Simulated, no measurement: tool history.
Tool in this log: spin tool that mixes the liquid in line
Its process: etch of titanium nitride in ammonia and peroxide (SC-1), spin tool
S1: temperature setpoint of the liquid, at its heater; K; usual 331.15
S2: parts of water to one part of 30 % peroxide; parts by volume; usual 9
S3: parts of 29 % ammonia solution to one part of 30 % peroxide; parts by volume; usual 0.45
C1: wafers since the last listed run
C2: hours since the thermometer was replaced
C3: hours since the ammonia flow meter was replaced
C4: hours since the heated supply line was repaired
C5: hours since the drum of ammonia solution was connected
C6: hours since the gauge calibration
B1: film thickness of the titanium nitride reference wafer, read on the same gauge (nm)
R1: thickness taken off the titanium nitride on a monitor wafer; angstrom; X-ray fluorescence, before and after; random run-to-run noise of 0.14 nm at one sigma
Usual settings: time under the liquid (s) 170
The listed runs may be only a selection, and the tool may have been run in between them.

{"run": 1, "hour": 0.0, "S1": 331.15, "S2": 9, "S3": 0.45, "time under the liquid (s)": 170, "C1": 0, "C2": 987.7, "C3": 339.7, "C4": 473.1, "C5": 392.1, "C6": 1077.5, "B1": 30.03, "R1": 134.9}
{"run": 2, "hour": 46.3, "S1": 331.15, "S2": 9, "S3": 0.45, "time under the liquid (s)": 170, "C1": 492, "C2": 1034.0, "C3": 386.0, "C4": 519.4, "C5": 438.4, "C6": 1123.8, "B1": 29.98, "R1": 134.0}
{"hour": 49.2, "done": "new drum of ammonia solution connected"}
{"run": 3, "hour": 89.2, "S1": 331.15, "S2": 9, "S3": 0.45, "time under the liquid (s)": 170, "C1": 445, "C2": 1076.9, "C3": 428.9, "C4": 562.3, "C5": 40.0, "C6": 1166.7, "B1": 30.01, "R1": 133.4}
{"run": 4, "hour": 156.0, "S1": 331.15, "S2": 9, "S3": 0.45, "time under the liquid (s)": 170, "C1": 710, "C2": 1143.7, "C3": 495.7, "C4": 629.1, "C5": 106.8, "C6": 1233.5, "B1": 30.0, "R1": 135.1}
{"run": 5, "hour": 192.2, "S1": 331.15, "S2": 9, "S3": 0.45, "time under the liquid (s)": 170, "C1": 385, "C2": 1179.9, "C3": 531.9, "C4": 665.3, "C5": 143.0, "C6": 1269.7, "B1": 30.03, "R1": 133.5}
{"run": 6, "hour": 225.1, "S1": 331.15, "S2": 9, "S3": 0.45, "time under the liquid (s)": 170, "C1": 349, "C2": 1212.8, "C3": 564.8, "C4": 698.2, "C5": 175.9, "C6": 1302.6, "B1": 29.95, "R1": 133.2}
{"hour": 228.4, "done": "heated supply line repaired"}
{"hour": 287.1, "done": "gauge calibrated"}
{"run": 7, "hour": 292.2, "S1": 331.15, "S2": 9, "S3": 0.45, "time under the liquid (s)": 170, "C1": 703, "C2": 1279.9, "C3": 631.9, "C4": 63.8, "C5": 243.0, "C6": 5.1, "B1": 30.02, "R1": 137.2}
{"hour": 305.7, "done": "ammonia flow meter replaced"}
{"hour": 321.1, "done": "thermometer replaced"}
{"run": 8, "hour": 341.3, "S1": 331.15, "S2": 9, "S3": 0.45, "time under the liquid (s)": 210, "C1": 500, "C2": 20.2, "C3": 35.6, "C4": 112.9, "C5": 292.1, "C6": 54.2, "B1": 29.99, "R1": 171.7}
{"run": 9, "hour": 406.2, "S1": 331.15, "S2": 9, "S3": 0.45, "time under the liquid (s)": 210, "C1": 690, "C2": 85.1, "C3": 100.5, "C4": 177.8, "C5": 357.0, "C6": 119.1, "B1": 29.99, "R1": 169.4}
{"run": 10, "hour": 438.8, "S1": 327.15, "S2": 9, "S3": 0.55, "time under the liquid (s)": 170, "C1": 346, "C2": 117.7, "C3": 133.1, "C4": 210.4, "C5": 389.6, "C6": 151.7, "B1": 29.99, "R1": 109.0}
{"hour": 496.6, "done": "new drum of ammonia solution connected"}
{"run": 11, "hour": 510.7, "S1": 331.15, "S2": 9, "S3": 0.3, "time under the liquid (s)": 170, "C1": 754, "C2": 189.6, "C3": 205.0, "C4": 282.3, "C5": 14.1, "C6": 223.6, "B1": 30.01, "R1": 127.7}
{"run": 12, "hour": 573.2, "S1": 331.15, "S2": 9, "S3": 0.45, "time under the liquid (s)": 245, "C1": 664, "C2": 252.1, "C3": 267.5, "C4": 344.8, "C5": 76.6, "C6": 286.1, "B1": 30.02, "R1": 191.7}
{"run": 13, "hour": 607.2, "S1": 322.65, "S2": 9, "S3": 0.45, "time under the liquid (s)": 170, "C1": 361, "C2": 286.1, "C3": 301.5, "C4": 378.8, "C5": 110.6, "C6": 320.1, "B1": 30.01, "R1": 75.7}
{"run": 14, "hour": 672.4, "S1": 331.15, "S2": 9, "S3": 0.45, "time under the liquid (s)": 170, "C1": 693, "C2": 351.3, "C3": 366.7, "C4": 444.0, "C5": 175.8, "C6": 385.3, "B1": 30.0, "R1": 134.0}
{"run": 15, "hour": 700.9, "S1": 331.15, "S2": 11, "S3": 0.45, "time under the liquid (s)": 105, "C1": 303, "C2": 379.8, "C3": 395.2, "C4": 472.5, "C5": 204.3, "C6": 413.8, "B1": 30.02, "R1": 74.7}
{"run": 16, "hour": 756.9, "S1": 339.65, "S2": 9, "S3": 0.35, "time under the liquid (s)": 90, "C1": 595, "C2": 435.8, "C3": 451.2, "C4": 528.5, "C5": 260.3, "C6": 469.8, "B1": 30.02, "R1": 118.5}
{"run": 17, "hour": 800.5, "S1": 339.15, "S2": 9, "S3": 0.45, "time under the liquid (s)": 245, "C1": 463, "C2": 479.4, "C3": 494.8, "C4": 572.1, "C5": 303.9, "C6": 513.4, "B1": 30.0, "R1": 323.9}
{"run": 18, "hour": 836.6, "S1": 331.15, "S2": 9, "S3": 0.45, "time under the liquid (s)": 170, "C1": 383, "C2": 515.5, "C3": 530.9, "C4": 608.2, "C5": 340.0, "C6": 549.5, "B1": 29.97, "R1": 130.8}
{"hour": 900.3, "done": "heated supply line repaired"}
{"run": 19, "hour": 906.0, "S1": 331.15, "S2": 9, "S3": 0.45, "time under the liquid (s)": 170, "C1": 727, "C2": 584.9, "C3": 600.3, "C4": 5.7, "C5": 409.4, "C6": 618.9, "B1": 29.96, "R1": 144.0}
{"hour": 949.7, "done": "ammonia flow meter replaced"}
{"run": 20, "hour": 964.6, "S1": 331.15, "S2": 9, "S3": 0.45, "time under the liquid (s)": 170, "C1": 612, "C2": 643.5, "C3": 14.9, "C4": 64.3, "C5": 468.0, "C6": 677.5, "B1": 29.95, "R1": 137.5}

Estimate the outcome of run 21 from the log above:
{"hour": 987.7, "done": "new drum of ammonia solution connected"}
{"run": 21, "hour": 1035.1, "S1": 340.65, "S2": 9, "S3": 0.45, "time under the liquid (s)": 170, "C1": 739, "C2": 714.0, "C3": 85.4, "C4": 134.8, "C5": 47.4, "C6": 748.0, "B1": "?", "R1": "?"}

B1: 30.04
R1: 261.8 angstrom
Take away the tool's hidden state, keep the run-to-run variation as it was, and the same run would have given R1 266.8 angstrom.
